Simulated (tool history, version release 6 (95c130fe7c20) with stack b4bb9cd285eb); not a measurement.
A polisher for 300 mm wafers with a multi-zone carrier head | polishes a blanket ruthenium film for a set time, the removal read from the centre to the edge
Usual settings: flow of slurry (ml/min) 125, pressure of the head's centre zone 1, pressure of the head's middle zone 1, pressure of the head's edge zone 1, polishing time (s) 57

| run | hour | flow of slurry (ml/min) | pressure of the head's centre zone | pressure of the head's middle zone | pressure of the head's edge zone | polishing time (s) | wafers since the last listed run | wafers polished on this pad | hours since the slurry nozzle was cleaned | hours since the centre zone pressure was calibrated | hours since the edge zone pressure was calibrated | hours since the carrier head's membrane was replaced | incoming thickness of the incoming film, nm | film removed at the wafer's centre (angstrom) | film removed at mid-radius (angstrom) | film removed at the wafer's edge (angstrom) |
|---|---|---|---|---|---|---|---|---|---|---|---|---|---|---|---|---|
| 1 | 0 | 125 | 1 | 1 | 1 | 57 | 0 | 19 | 489.7 | 630.2 | 1151.5 | 1584 | 562.7 | 552 | 551 | 564 |
| 2 | 8.5 | 125 | 0.93 | 1 | 1.04 | 57 | 122 | 141 | 498.2 | 638.7 | 1160 | 1592.5 | 563.8 | 505 | 557 | 577 |
| 3 | 21.1 | 125 | 1 | 1 | 1 | 57 | 181 | 322 | 510.8 | 651.3 | 1172.6 | 1605.1 | 567.8 | 539 | 554 | 556 |
| 4 | 29.7 | 125 | 1 | 1 | 1 | 57 | 123 | 446 | 519.4 | 659.9 | 1181.2 | 1613.7 | 575.2 | 544 | 553 | 581 |
| 5 | 40.5 | 125 | 1 | 1 | 1 | 57 | 155 | 601 | 530.2 | 670.7 | 1192 | 1624.5 | 578.1 | 529 | 546 | 555 |
| 6 | 54.4 | 125 | 1 | 1 | 1 | 57 | 199 | 801 | 544.1 | 684.6 | 1205.9 | 1638.4 | 561 | 535 | 547 | 568 |
| 7 | 67 | 125 | 1 | 1 | 1 | 57 | 181 | 983 | 556.7 | 697.2 | 1218.5 | 1651 | 574.8 | 533 | 553 | 557 |
| 8 | 75.4 | 140 | 1 | 0.96 | 1.04 | 71 | 120 | 1103 | 565.1 | 705.6 | 1226.9 | 1659.4 | 573.7 | 691 | 668 | 719 |

Forecast run 9:
|  | 88.3 | carrier head's membrane replaced by a new one |
| 9 | 89.5 | 125 | 1 | 1 | 1 | 57 | 130 | 1234 | 579.2 | 719.7 | 1241 | 1.2 | 566.7 | ? | ? | ? |

film removed at the wafer's centre (angstrom): 535
film removed at mid-radius (angstrom): 545
film removed at the wafer's edge (angstrom): 572
Without the tool's hidden state the same run would have given film removed at the wafer's centre (angstrom) 609, film removed at mid-radius (angstrom) 610, film removed at the wafer's edge (angstrom) 617.
